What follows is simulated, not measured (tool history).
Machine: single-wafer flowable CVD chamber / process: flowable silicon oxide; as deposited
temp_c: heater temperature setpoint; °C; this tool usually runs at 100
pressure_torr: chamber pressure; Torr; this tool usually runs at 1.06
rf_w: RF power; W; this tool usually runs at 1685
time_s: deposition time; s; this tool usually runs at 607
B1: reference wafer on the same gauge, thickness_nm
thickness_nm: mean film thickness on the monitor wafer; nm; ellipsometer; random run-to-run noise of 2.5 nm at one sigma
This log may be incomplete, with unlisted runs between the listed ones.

run 1 hour=0.0 | temp_c=105 pressure_torr=1.06 rf_w=1685 time_s=607 | B1=502.129 | thickness_nm=385.384
-- hour=3.7 gauge calibrated
run 2 hour=205.6 | temp_c=100 pressure_torr=1.06 rf_w=1685 time_s=607 | B1=480.905 | thickness_nm=451.740
run 3 hour=298.8 | temp_c=100 pressure_torr=1.06 rf_w=1685 time_s=579 | B1=481.887 | thickness_nm=430.143
run 4 hour=395.6 | temp_c=100 pressure_torr=1.06 rf_w=1685 time_s=552 | B1=482.409 | thickness_nm=407.388
-- hour=439.0 thermocouple changed; heater temperature recalibrated
-- hour=485.5 capacitance manometer re-zeroed and calibrated
run 5 hour=496.0 | temp_c=100 pressure_torr=1.06 rf_w=1685 time_s=607 | B1=483.837 | thickness_nm=445.629
-- hour=582.1 showerhead replaced
run 6 hour=592.4 | temp_c=100 pressure_torr=1.06 rf_w=1685 time_s=563 | B1=483.975 | thickness_nm=423.578
run 7 hour=695.2 | temp_c=100 pressure_torr=0.98 rf_w=1685 time_s=607 | B1=483.921 | thickness_nm=414.520
run 8 hour=755.6 | temp_c=88 pressure_torr=0.87 rf_w=1945 time_s=498 | B1=485.185 | thickness_nm=487.386
run 9 hour=818.6 | temp_c=106 pressure_torr=1.21 rf_w=1685 time_s=646 | B1=483.646 | thickness_nm=433.903
run 10 hour=887.6 | temp_c=100 pressure_torr=1.06 rf_w=1405 time_s=673 | B1=485.869 | thickness_nm=481.156
run 11 hour=980.2 | temp_c=91 pressure_torr=1.13 rf_w=1685 time_s=552 | B1=486.089 | thickness_nm=623.407
run 12 hour=1042.1 | temp_c=100 pressure_torr=1.06 rf_w=1685 time_s=607 | B1=485.246 | thickness_nm=452.393
run 13 hour=1088.5 | temp_c=100 pressure_torr=1.06 rf_w=1685 time_s=607 | B1=485.561 | thickness_nm=452.369
run 14 hour=1133.8 | temp_c=100 pressure_torr=1.06 rf_w=1685 time_s=607 | B1=486.966 | thickness_nm=453.041
run 15 hour=1212.3 | temp_c=93 pressure_torr=1.06 rf_w=1685 time_s=607 | B1=487.539 | thickness_nm=592.767
run 16 hour=1298.7 | temp_c=96 pressure_torr=1.06 rf_w=1685 time_s=607 | B1=487.943 | thickness_nm=525.399
run 17 hour=1362.1 | temp_c=94 pressure_torr=1.06 rf_w=1685 time_s=497 | B1=487.128 | thickness_nm=467.049
-- hour=1412.2 RF generator calibrated
-- hour=1431.5 capacitance manometer re-zeroed and calibrated
run 18 hour=1465.8 | temp_c=88 pressure_torr=1.24 rf_w=1825 time_s=607 | B1=488.034 | thickness_nm=847.355
run 19 hour=1553.5 | temp_c=92 pressure_torr=1.06 rf_w=1390 time_s=654 | B1=488.425 | thickness_nm=630.125
run 20 hour=1631.9 | temp_c=112 pressure_torr=1.20 rf_w=1685 time_s=607 | B1=489.451 | thickness_nm=328.790
run 21 hour=1726.4 | temp_c=100 pressure_torr=1.06 rf_w=1420 time_s=607 | B1=489.377 | thickness_nm=437.226
-- hour=1760.5 thermocouple changed; heater temperature recalibrated
run 22 hour=1780.5 | temp_c=100 pressure_torr=1.06 rf_w=1685 time_s=607 | B1=489.919 | thickness_nm=457.198
run 23 hour=1849.0 | temp_c=100 pressure_torr=1.06 rf_w=1685 time_s=607 | B1=490.352 | thickness_nm=453.672
run 24 hour=1909.0 | temp_c=108 pressure_torr=1.06 rf_w=1955 time_s=723 | B1=490.660 | thickness_nm=415.370
run 25 hour=1993.0 | temp_c=104 pressure_torr=0.99 rf_w=1685 time_s=654 | B1=491.501 | thickness_nm=392.594
run 26 hour=2047.9 | temp_c=100 pressure_torr=1.06 rf_w=1685 time_s=563 | B1=491.731 | thickness_nm=424.161
run 27 hour=2089.6 | temp_c=100 pressure_torr=1.06 rf_w=1685 time_s=607 | B1=491.531 | thickness_nm=460.819
run 28 hour=2151.4 | temp_c=91 pressure_torr=1.29 rf_w=2005 time_s=692 | B1=491.906 | thickness_nm=924.639

Below, some changes in thickness_nm between adjacent runs. For each, the amount present without the hidden state too (settings, incoming material, random variation) and the amount remaining for the hidden state with gauge scatter not shared by both compared results:
What the log doesn't record here: wafer temperature above the value expected at the setpoint (K); delivered RF power above the setpoint (%); true pressure above the setpoint (%); gauge reads high (%).
Run 1 -> 2: temp_c 105 -> 100, gauge calibrated. thickness_nm +66.356 nm: hidden state -15.439, all else +81.795.
Run 17 -> 18: temp_c 94 -> 88, pressure_torr 1.06 -> 1.24, rf_w 1685 -> 1825, time_s 497 -> 607, RF generator calibrated, capacitance manometer re-zeroed and calibrated. thickness_nm +380.306 nm: hidden state +4.742, all else +375.564.
Run 27 -> 28: temp_c 100 -> 91, pressure_torr 1.06 -> 1.29, rf_w 1685 -> 2005, time_s 607 -> 692. thickness_nm +463.820 nm: hidden state +8.839, all else +454.981.
